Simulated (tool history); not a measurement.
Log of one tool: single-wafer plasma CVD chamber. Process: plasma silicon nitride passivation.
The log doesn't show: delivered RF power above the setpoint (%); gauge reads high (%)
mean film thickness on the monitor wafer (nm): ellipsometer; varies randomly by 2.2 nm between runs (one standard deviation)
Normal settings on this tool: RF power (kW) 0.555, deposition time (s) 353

run,hour,RF power (kW),deposition time (s),wafers since the last listed run,hours since the last RF generator calibration,hours since the showerhead was replaced,hours since the gauge calibration,"read-back reference wafer on the same gauge, thickness_nm",mean film thickness on the monitor wafer (nm)
1,0,0.555,353,0,858.5,2061.1,1179.2,444.837,500.451
2,93.8,0.555,303,545,952.3,2154.9,1273,445.279,427.505
3,130,0.555,303,210,988.5,2191.1,1309.2,445.106,423.956
4,222.3,0.555,303,536,1080.8,2283.4,1401.5,444.954,423.449
5,303.4,0.555,353,471,1161.9,2364.5,1482.6,445.381,499.51
# hour 340.9: gauge calibrated
6,355.2,0.555,353,301,1213.7,2416.3,14.3,444.856,496.545
7,422,0.555,353,388,1280.5,2483.1,81.1,444.73,493.065
8,465.7,0.6,353,254,1324.2,2526.8,124.8,445.361,503.75
9,547.7,0.555,353,476,1406.2,2608.8,206.8,444.648,493.21
# hour 581: RF generator calibrated
10,587.6,0.555,392,185,6.6,2648.7,246.7,445.122,554.311
11,679.2,0.555,392,532,98.2,2740.3,338.3,445.143,553.581
12,725.1,0.555,392,266,144.1,2786.2,384.2,444.705,555.09
13,806.9,0.52,312,475,225.9,2868,466,445.003,437.147
14,846.6,0.555,312,230,265.6,2907.7,505.7,444.748,443.919
15,911.4,0.555,312,376,330.4,2972.5,570.5,444.606,444.093
16,1017.9,0.555,312,619,436.9,3079,677,444.444,442.837
# hour 1070.4: showerhead replaced
17,1108.6,0.555,353,481,527.6,38.2,767.7,444.999,500.637
18,1156.1,0.555,353,276,575.1,85.7,815.2,444.249,501.725
19,1226.9,0.645,289,411,645.9,156.5,886,444.784,424.99
20,1324,0.485,289,564,743,253.6,983.1,445.284,395.62
21,1417.5,0.585,305,543,836.5,347.1,1076.6,444.784,431.973
22,1491.4,0.66,331,429,910.4,421,1150.5,444.871,490.062
23,1704.9,0.64,372,1241,1123.9,634.5,1364,444.526,544.875
24,1774.2,0.555,353,403,1193.2,703.8,1433.3,445.313,495.066
25,1912.7,0.555,353,805,1331.7,842.3,1571.8,444.882,489.182
26,1963.9,0.515,353,297,1382.9,893.5,1623,445.139,488.105
# hour 1997.4: RF generator calibrated
27,2051.9,0.505,283,465,54.5,981.5,1711,444.478,392.886
# hour 2162.1: gauge calibrated
28,2358.4,0.485,311,1782,361,1288,196.3,445.008,429.341
29,2405.6,0.465,391,274,408.2,1335.2,243.5,444.581,529.367
30,2461,0.66,329,322,463.6,1390.6,298.9,444.329,490.881
31,2539.1,0.65,384,454,541.7,1468.7,377,445.026,565.549
32,2608.2,0.64,372,401,610.8,1537.8,446.1,444.532,552.532
33,2664.1,0.555,293,325,666.7,1593.7,502,444.824,417.529
34,2732.5,0.635,421,397,735.1,1662.1,570.4,445.286,615.216
35,2784.6,0.465,309,303,787.2,1714.2,622.5,444.717,417.103
36,2855.6,0.555,353,412,858.2,1785.2,693.5,445.159,497.667

How would selected steps in mean film thickness on the monitor wafer (nm) from run to run divide? Give the signed amount a tool lacking its hidden state would still show from settings, what came in and random variation, and the signed amount left for the hidden state, including any gauge scatter that is not in both of the compared results.
Run 9 -> 10: deposition time (s) 353 -> 392, RF generator calibrated. mean film thickness on the monitor wafer (nm) +61.101: hidden state +8.668, all else +52.433.
Run 22 -> 23: RF power (kW) 0.66 -> 0.64, deposition time (s) 331 -> 372. mean film thickness on the monitor wafer (nm) +54.813: hidden state -2.74, all else +57.553.
Run 26 -> 27: RF power (kW) 0.515 -> 0.505, deposition time (s) 353 -> 283, RF generator calibrated. mean film thickness on the monitor wafer (nm) -95.219: hidden state +9.378, all else -104.597.
Run 32 -> 33: RF power (kW) 0.64 -> 0.555, deposition time (s) 372 -> 293. mean film thickness on the monitor wafer (nm) -135.003: hidden state +0.196, all else -135.199.
Run 33 -> 34: RF power (kW) 0.555 -> 0.635, deposition time (s) 293 -> 421. mean film thickness on the monitor wafer (nm) +197.687: hidden state -1.369, all else +199.056.
Run 34 -> 35: RF power (kW) 0.635 -> 0.465, deposition time (s) 421 -> 309. mean film thickness on the monitor wafer (nm) -198.113: hidden state +0.692, all else -198.805.
